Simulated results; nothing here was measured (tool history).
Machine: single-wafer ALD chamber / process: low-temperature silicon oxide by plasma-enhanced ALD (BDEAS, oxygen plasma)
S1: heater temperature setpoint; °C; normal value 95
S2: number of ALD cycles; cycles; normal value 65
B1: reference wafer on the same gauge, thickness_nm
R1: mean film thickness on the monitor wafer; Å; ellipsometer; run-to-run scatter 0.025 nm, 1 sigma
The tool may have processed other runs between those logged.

{"run": 1, "hour": 0.0, "S1": 95, "S2": 65, "B1": 8.19, "R1": 97.42}
{"run": 2, "hour": 32.0, "S1": 95, "S2": 65, "B1": 8.193, "R1": 98.14}
{"run": 3, "hour": 48.0, "S1": 95, "S2": 65, "B1": 8.186, "R1": 97.74}
{"run": 4, "hour": 83.3, "S1": 95, "S2": 65, "B1": 8.196, "R1": 97.91}
{"run": 5, "hour": 109.4, "S1": 95, "S2": 65, "B1": 8.18, "R1": 98.11}
{"run": 6, "hour": 128.6, "S1": 95, "S2": 65, "B1": 8.192, "R1": 98.31}
{"run": 7, "hour": 200.5, "S1": 84, "S2": 65, "B1": 8.184, "R1": 101.67}
{"run": 8, "hour": 230.6, "S1": 84, "S2": 65, "B1": 8.19, "R1": 101.02}
{"run": 9, "hour": 255.8, "S1": 84, "S2": 65, "B1": 8.196, "R1": 101.13}
{"run": 10, "hour": 285.0, "S1": 91, "S2": 65, "B1": 8.188, "R1": 98.9}
{"run": 11, "hour": 299.5, "S1": 95, "S2": 65, "B1": 8.196, "R1": 97.42}
{"run": 12, "hour": 319.5, "S1": 95, "S2": 65, "B1": 8.192, "R1": 97.62}
{"run": 13, "hour": 347.8, "S1": 95, "S2": 65, "B1": 8.187, "R1": 97.55}
{"run": 14, "hour": 361.1, "S1": 95, "S2": 65, "B1": 8.184, "R1": 98.04}
{"hour": 378.5, "done": "thermocouple changed; heater temperature recalibrated"}
{"run": 15, "hour": 395.4, "S1": 95, "S2": 65, "B1": 8.188, "R1": 99.76}
{"run": 16, "hour": 490.2, "S1": 95, "S2": 65, "B1": 8.192, "R1": 99.44}
{"run": 17, "hour": 523.7, "S1": 87, "S2": 65, "B1": 8.194, "R1": 102.03}
{"run": 18, "hour": 553.3, "S1": 87, "S2": 65, "B1": 8.191, "R1": 102.08}
{"run": 19, "hour": 582.5, "S1": 103, "S2": 65, "B1": 8.197, "R1": 97.23}
{"run": 20, "hour": 609.5, "S1": 95, "S2": 71, "B1": 8.197, "R1": 108.6}
{"run": 21, "hour": 627.5, "S1": 84, "S2": 61, "B1": 8.191, "R1": 96.58}
{"run": 22, "hour": 641.9, "S1": 87, "S2": 65, "B1": 8.193, "R1": 101.91}
{"run": 23, "hour": 663.6, "S1": 95, "S2": 78, "B1": 8.177, "R1": 119.46}
{"run": 24, "hour": 682.1, "S1": 95, "S2": 65, "B1": 8.197, "R1": 99.27}
{"run": 25, "hour": 698.1, "S1": 110, "S2": 73, "B1": 8.2, "R1": 108.36}
{"run": 26, "hour": 711.1, "S1": 95, "S2": 65, "B1": 8.187, "R1": 99.17}
{"run": 27, "hour": 738.8, "S1": 101, "S2": 65, "B1": 8.2, "R1": 97.97}
{"hour": 759.0, "done": "gauge calibrated"}
{"run": 28, "hour": 767.2, "S1": 95, "S2": 71, "B1": 8.186, "R1": 108.06}
{"run": 29, "hour": 788.2, "S1": 95, "S2": 77, "B1": 8.197, "R1": 117.12}
{"run": 30, "hour": 804.3, "S1": 95, "S2": 65, "B1": 8.198, "R1": 99.02}
{"run": 31, "hour": 821.2, "S1": 83, "S2": 74, "B1": 8.199, "R1": 116.68}
{"run": 32, "hour": 837.0, "S1": 86, "S2": 77, "B1": 8.192, "R1": 120.4}
{"run": 33, "hour": 853.6, "S1": 86, "S2": 65, "B1": 8.175, "R1": 101.49}
{"run": 34, "hour": 865.7, "S1": 99, "S2": 65, "B1": 8.195, "R1": 97.87}
{"run": 35, "hour": 883.1, "S1": 95, "S2": 65, "B1": 8.193, "R1": 98.91}
{"run": 36, "hour": 902.4, "S1": 95, "S2": 65, "B1": 8.177, "R1": 99.01}
{"run": 37, "hour": 917.3, "S1": 101, "S2": 59, "B1": 8.193, "R1": 88.88}
{"run": 38, "hour": 949.4, "S1": 88, "S2": 54, "B1": 8.188, "R1": 83.96}
{"run": 39, "hour": 984.6, "S1": 87, "S2": 74, "B1": 8.195, "R1": 115.28}
{"run": 40, "hour": 999.1, "S1": 89, "S2": 65, "B1": 8.194, "R1": 100.19}

Here are 3 independent what-if runs from the current tool condition. What would each one return?
{"run": "A", "hour": 999.6, "S1": 95, "S2": 73, "B1": "?", "R1": "?"}
{"run": "B", "hour": 999.6, "S1": 86, "S2": 71, "B1": "?", "R1": "?"}
{"run": "C", "hour": 999.6, "S1": 91, "S2": 58, "B1": "?", "R1": "?"}

run=A B1=8.189 R1=110.67
run=B B1=8.189 R1=110.7
run=C B1=8.189 R1=89.04
Without the tool's hidden state the same runs would have given:
run=A R1=112
run=B R1=111.99
run=C R1=90.1
